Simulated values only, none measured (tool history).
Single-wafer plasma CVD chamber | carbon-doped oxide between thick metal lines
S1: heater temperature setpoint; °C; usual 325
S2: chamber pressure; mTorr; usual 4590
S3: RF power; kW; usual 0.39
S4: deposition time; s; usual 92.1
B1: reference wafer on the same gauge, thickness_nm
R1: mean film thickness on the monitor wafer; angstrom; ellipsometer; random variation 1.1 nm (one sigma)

run 1 hour=0 | S1=325 S2=4590 S3=0.39 S4=92.1 | B1=394.094 | R1=4364.22
run 2 hour=19.9 | S1=325 S2=4590 S3=0.39 S4=92.1 | B1=393.825 | R1=4366.23
run 3 hour=54.7 | S1=325 S2=4590 S3=0.39 S4=92.1 | B1=393.927 | R1=4371.21
run 4 hour=74.9 | S1=325 S2=4590 S3=0.39 S4=92.1 | B1=393.898 | R1=4359.58
run 5 hour=102.3 | S1=325 S2=4590 S3=0.39 S4=92.1 | B1=394.039 | R1=4346.59
run 6 hour=125.9 | S1=325 S2=5290 S3=0.39 S4=92.1 | B1=393.905 | R1=4437.81
run 7 hour=207.8 | S1=325 S2=5290 S3=0.39 S4=92.1 | B1=393.853 | R1=4453.91
run 8 hour=227.3 | S1=325 S2=5290 S3=0.39 S4=92.1 | B1=393.975 | R1=4429.75
run 9 hour=241.3 | S1=325 S2=4590 S3=0.39 S4=109.4 | B1=393.881 | R1=5180.67
-- hour=270.2 capacitance manometer re-zeroed and calibrated
run 10 hour=327.6 | S1=314 S2=4590 S3=0.39 S4=85.4 | B1=393.886 | R1=4241.03
-- hour=342.6 thermocouple changed; heater temperature recalibrated
run 11 hour=345.3 | S1=334 S2=4590 S3=0.39 S4=92.1 | B1=394.032 | R1=4140.11
-- hour=378.9 showerhead replaced
run 12 hour=379.4 | S1=317 S2=3680 S3=0.39 S4=92.1 | B1=394.177 | R1=4298.58
run 13 hour=386.4 | S1=325 S2=4590 S3=0.39 S4=92.1 | B1=394.013 | R1=4240.32
run 14 hour=420.7 | S1=325 S2=4590 S3=0.39 S4=92.1 | B1=393.878 | R1=4248.66
run 15 hour=455.3 | S1=325 S2=4590 S3=0.39 S4=92.1 | B1=393.896 | R1=4248.87
run 16 hour=479.1 | S1=311 S2=4590 S3=0.425 S4=92.1 | B1=393.683 | R1=4893.14
run 17 hour=500.3 | S1=325 S2=5700 S3=0.355 S4=80 | B1=393.81 | R1=3457.98
run 18 hour=530.5 | S1=325 S2=4240 S3=0.39 S4=77.6 | B1=393.863 | R1=3550.04
run 19 hour=552.8 | S1=325 S2=5220 S3=0.345 S4=80.1 | B1=394.162 | R1=3335.58
run 20 hour=583.3 | S1=339 S2=3470 S3=0.47 S4=105.6 | B1=394.142 | R1=5322.12
run 21 hour=614.2 | S1=325 S2=4590 S3=0.39 S4=92.1 | B1=393.866 | R1=4252.91
run 22 hour=628.2 | S1=318 S2=3740 S3=0.415 S4=92.1 | B1=394.404 | R1=4524.7
run 23 hour=656.6 | S1=325 S2=4590 S3=0.39 S4=109.4 | B1=393.926 | R1=5011.77
run 24 hour=686.9 | S1=325 S2=4590 S3=0.39 S4=92.1 | B1=393.948 | R1=4241
run 25 hour=718.4 | S1=325 S2=4590 S3=0.39 S4=92.1 | B1=394.146 | R1=4234.05
run 26 hour=735.1 | S1=325 S2=4590 S3=0.44 S4=92.1 | B1=393.864 | R1=4737.15
run 27 hour=758.3 | S1=325 S2=4590 S3=0.39 S4=92.1 | B1=393.996 | R1=4229.26
run 28 hour=771.4 | S1=337 S2=4260 S3=0.39 S4=79.2 | B1=393.922 | R1=3458.99
run 29 hour=786.9 | S1=325 S2=4590 S3=0.39 S4=92.1 | B1=394.178 | R1=4202.07

Forecast each of these 3 alternatives for the next run:
run A hour=787.3 | S1=325 S2=4590 S3=0.39 S4=92.1 | B1=? | R1=?
run B hour=787.3 | S1=333 S2=5140 S3=0.39 S4=108.7 | B1=? | R1=?
run C hour=787.3 | S1=325 S2=4590 S3=0.39 S4=98.1 | B1=? | R1=?

run=A B1=394.11 R1=4228.47
run=B B1=394.11 R1=4905.4
run=C B1=394.11 R1=4502.33
Without the tool's hidden state the same runs would have given:
run=A R1=4304.11
run=B R1=4994.79
run=C R1=4582.87
